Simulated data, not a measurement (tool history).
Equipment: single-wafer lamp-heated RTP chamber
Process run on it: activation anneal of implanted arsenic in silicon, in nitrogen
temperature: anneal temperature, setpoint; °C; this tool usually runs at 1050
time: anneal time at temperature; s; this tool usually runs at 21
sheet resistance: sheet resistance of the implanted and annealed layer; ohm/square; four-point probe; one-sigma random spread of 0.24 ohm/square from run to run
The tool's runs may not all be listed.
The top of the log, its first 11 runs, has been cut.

run     day  temperature  time  wafers since the last listed run  wafers since the last pyrometer calibration  wafers since the reflector plate was cleaned  hours since the gauge calibration  read-back reference wafer on the same gauge, sheet resistance  sheet resistance
     11.329  -- gauge calibrated
 12  11.688         1050    21                               151                                         5219                                          9694                                8.6                                                          84.12             78.25
 13  13.046         1050    21                               286                                         5506                                          9981                               41.2                                                          83.76             77.81
 14  14.779         1050    21                               365                                         5871                                         10346                               82.8                                                          83.33              77.6
     16.112  -- pyrometer window cleaned and pyrometer calibrated
 15  16.158         1037    21                               220                                            9                                         10567                              115.9                                                          83.28             80.55
 16  17.575         1030    12                               298                                          308                                         10866                              149.9                                                          82.85             87.12
 17  18.404         1078    11                               174                                          483                                         11041                              169.8                                                          82.94             76.77
 18  19.429         1064    13                               216                                          699                                         11257                              194.4                                                          82.72             78.24
 19  20.425         1033    33                               210                                          909                                         11467                              218.3                                                          82.67             76.68
 20  20.942         1078    14                               109                                         1018                                         11576                              230.7                                                           82.6             73.98
 21   21.95         1071     8                               212                                         1231                                         11789                              254.9                                                           82.5             81.02
 22  22.675         1050    21                               152                                         1384                                         11942                              272.3                                                          82.61             76.94
     23.408  -- reflector plate cleaned
 23  23.679         1050    29                               141                                         1526                                            57                              296.4                                                          82.44             73.85
 24  24.367         1041    12                               145                                         1671                                           202                              312.9                                                          82.48             83.42
 25  25.517         1050    21                               242                                         1913                                           445                              340.5                                                          82.34             76.58
 26  26.375         1030    16                               181                                         2094                                           626                              361.1                                                          82.31              83.7
 27  26.904         1071    17                               111                                         2206                                           737                              373.8                                                          82.26              73.7
 28      28         1021    25                               231                                         2437                                           969                              400.1                                                          82.25             81.38
 29  29.133         1068    30                               239                                         2676                                          1208                              427.3                                                          81.96             68.83
 30    29.9         1050    21                               161                                         2838                                          1369                              445.7                                                           82.2             75.94

5 options for the next run, each taken on its own from the tool as it stands now. Forecast them:
  A  29.917         1030    21                                 3                                         2842                                          1373                              446.1                                                              ?                 ?
  B  29.917         1074    29                                 3                                         2842                                          1373                              446.1                                                              ?                 ?
  C  29.917         1059    29                                 3                                         2842                                          1373                              446.1                                                              ?                 ?
  D  29.917         1075     9                                 3                                         2842                                          1373                              446.1                                                              ?                 ?
  E  29.917         1031    21                                 3                                         2842                                          1373                              446.1                                                              ?                 ?

run  read-back reference wafer on the same gauge, sheet resistance  sheet resistance
  A                                                          82.04             81.13
  B                                                          82.04             68.21
  C                                                          82.04             71.26
  D                                                          82.04             78.45
  E                                                          82.04             80.88
The same runs, with their run-to-run variation unchanged, on a tool lacking any hidden condition would have given:
run  sheet resistance
  A             83.23
  B             69.98
  C             73.11
  D             80.48
  E             82.98

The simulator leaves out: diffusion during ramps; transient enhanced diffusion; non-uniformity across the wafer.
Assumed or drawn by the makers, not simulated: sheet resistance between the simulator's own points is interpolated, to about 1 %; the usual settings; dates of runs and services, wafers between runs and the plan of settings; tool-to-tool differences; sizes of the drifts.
